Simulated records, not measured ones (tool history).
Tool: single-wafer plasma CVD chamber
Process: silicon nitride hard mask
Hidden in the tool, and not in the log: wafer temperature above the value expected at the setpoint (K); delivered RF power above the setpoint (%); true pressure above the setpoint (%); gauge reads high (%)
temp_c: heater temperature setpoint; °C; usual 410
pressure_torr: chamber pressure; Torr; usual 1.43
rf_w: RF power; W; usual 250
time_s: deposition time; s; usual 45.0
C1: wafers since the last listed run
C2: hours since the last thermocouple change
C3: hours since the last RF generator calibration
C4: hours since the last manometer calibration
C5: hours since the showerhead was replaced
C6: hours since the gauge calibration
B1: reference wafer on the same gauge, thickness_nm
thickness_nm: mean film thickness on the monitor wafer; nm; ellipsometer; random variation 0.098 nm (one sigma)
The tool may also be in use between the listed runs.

run 1 hour=0.0 | temp_c=398 pressure_torr=1.43 rf_w=250 time_s=45.0 | C1=0 C2=405.0 C3=485.0 C4=141.0 C5=6389.8 C6=168.1 | B1=45.069 | thickness_nm=42.021
run 2 hour=295.9 | temp_c=398 pressure_torr=1.43 rf_w=250 time_s=45.0 | C1=4093 C2=700.9 C3=780.9 C4=436.9 C5=6685.7 C6=464.0 | B1=45.067 | thickness_nm=42.051
run 3 hour=394.2 | temp_c=398 pressure_torr=1.43 rf_w=250 time_s=45.0 | C1=1359 C2=799.2 C3=879.2 C4=535.2 C5=6784.0 C6=562.3 | B1=45.092 | thickness_nm=41.962
run 4 hour=496.5 | temp_c=410 pressure_torr=1.43 rf_w=250 time_s=45.0 | C1=1415 C2=901.5 C3=981.5 C4=637.5 C5=6886.3 C6=664.6 | B1=45.095 | thickness_nm=41.915
run 5 hour=587.7 | temp_c=410 pressure_torr=1.43 rf_w=250 time_s=45.0 | C1=1261 C2=992.7 C3=1072.7 C4=728.7 C5=6977.5 C6=755.8 | B1=45.075 | thickness_nm=41.843
run 6 hour=687.3 | temp_c=410 pressure_torr=1.43 rf_w=250 time_s=45.0 | C1=1377 C2=1092.3 C3=1172.3 C4=828.3 C5=7077.1 C6=855.4 | B1=45.089 | thickness_nm=41.829
run 7 hour=727.9 | temp_c=410 pressure_torr=1.43 rf_w=250 time_s=45.0 | C1=561 C2=1132.9 C3=1212.9 C4=868.9 C5=7117.7 C6=896.0 | B1=45.105 | thickness_nm=41.659
run 8 hour=802.1 | temp_c=410 pressure_torr=1.43 rf_w=250 time_s=45.0 | C1=1026 C2=1207.1 C3=1287.1 C4=943.1 C5=7191.9 C6=970.2 | B1=45.102 | thickness_nm=41.943
-- hour=852.4 RF generator calibrated
run 9 hour=856.3 | temp_c=410 pressure_torr=1.43 rf_w=250 time_s=45.0 | C1=639 C2=1261.3 C3=3.9 C4=997.3 C5=7246.1 C6=1024.4 | B1=45.086 | thickness_nm=42.841
-- hour=865.7 thermocouple changed; heater temperature recalibrated
run 10 hour=937.0 | temp_c=410 pressure_torr=1.43 rf_w=250 time_s=45.0 | C1=1005 C2=71.3 C3=84.6 C4=1078.0 C5=7326.8 C6=1105.1 | B1=45.095 | thickness_nm=42.744
run 11 hour=984.9 | temp_c=410 pressure_torr=1.43 rf_w=250 time_s=45.0 | C1=662 C2=119.2 C3=132.5 C4=1125.9 C5=7374.7 C6=1153.0 | B1=45.099 | thickness_nm=42.617
run 12 hour=1079.1 | temp_c=402 pressure_torr=1.17 rf_w=235 time_s=45.0 | C1=1303 C2=213.4 C3=226.7 C4=1220.1 C5=7468.9 C6=1247.2 | B1=45.117 | thickness_nm=38.577
run 13 hour=1149.1 | temp_c=410 pressure_torr=1.11 rf_w=250 time_s=50.9 | C1=968 C2=283.4 C3=296.7 C4=1290.1 C5=7538.9 C6=1317.2 | B1=45.098 | thickness_nm=44.668
run 14 hour=1214.4 | temp_c=410 pressure_torr=1.43 rf_w=250 time_s=39.2 | C1=903 C2=348.7 C3=362.0 C4=1355.4 C5=7604.2 C6=1382.5 | B1=45.084 | thickness_nm=37.209
-- hour=1230.0 showerhead replaced
-- hour=1250.7 capacitance manometer re-zeroed and calibrated
run 15 hour=1280.8 | temp_c=421 pressure_torr=1.27 rf_w=250 time_s=45.0 | C1=697 C2=415.1 C3=428.4 C4=30.1 C5=50.8 C6=1448.9 | B1=45.078 | thickness_nm=40.585
-- hour=1433.3 gauge calibrated
run 16 hour=1449.8 | temp_c=396 pressure_torr=1.68 rf_w=250 time_s=41.3 | C1=2338 C2=584.1 C3=597.4 C4=199.1 C5=219.8 C6=16.5 | B1=45.074 | thickness_nm=40.670
run 17 hour=1531.3 | temp_c=410 pressure_torr=1.69 rf_w=200 time_s=45.0 | C1=1127 C2=665.6 C3=678.9 C4=280.6 C5=301.3 C6=98.0 | B1=45.105 | thickness_nm=37.155
run 18 hour=1582.8 | temp_c=398 pressure_torr=1.11 rf_w=250 time_s=47.8 | C1=712 C2=717.1 C3=730.4 C4=332.1 C5=352.8 C6=149.5 | B1=45.133 | thickness_nm=41.416
run 19 hour=1679.0 | temp_c=410 pressure_torr=1.43 rf_w=250 time_s=45.0 | C1=1330 C2=813.3 C3=826.6 C4=428.3 C5=449.0 C6=245.7 | B1=45.129 | thickness_nm=42.048
run 20 hour=1738.9 | temp_c=410 pressure_torr=1.43 rf_w=250 time_s=45.0 | C1=828 C2=873.2 C3=886.5 C4=488.2 C5=508.9 C6=305.6 | B1=45.124 | thickness_nm=42.096
run 21 hour=1812.0 | temp_c=410 pressure_torr=1.52 rf_w=225 time_s=39.7 | C1=1011 C2=946.3 C3=959.6 C4=561.3 C5=582.0 C6=378.7 | B1=45.110 | thickness_nm=34.822

Hidden state at the last listed run before each entry between runs and at the first one after, where it differs:
Between runs 8 and 9: RF generator calibrated (hour 852.4)
  delivered RF power above the setpoint (%): -3.06 -> -0.321; true pressure above the setpoint (%): 1.5 -> 1.86
  measured less the result without the state, thickness_nm: -0.786 -> +0.133 nm
Between runs 9 and 10: thermocouple changed; heater temperature recalibrated (hour 865.7)
  delivered RF power above the setpoint (%): -0.321 -> -0.5; true pressure above the setpoint (%): 1.86 -> 2.43
  measured less the result without the state, thickness_nm: +0.133 -> +0.146 nm
Between runs 14 and 15: showerhead replaced (hour 1230.0); capacitance manometer re-zeroed and calibrated (hour 1250.7)
  delivered RF power above the setpoint (%): -1.12 -> -1.27; true pressure above the setpoint (%): 4.71 -> 0.674
  measured less the result without the state, thickness_nm: +0.199 -> -0.299 nm
Between runs 15 and 16: gauge calibrated (hour 1433.3)
  delivered RF power above the setpoint (%): -1.27 -> -1.64; true pressure above the setpoint (%): 0.674 -> 0.805
  measured less the result without the state, thickness_nm: -0.299 -> -0.409 nm
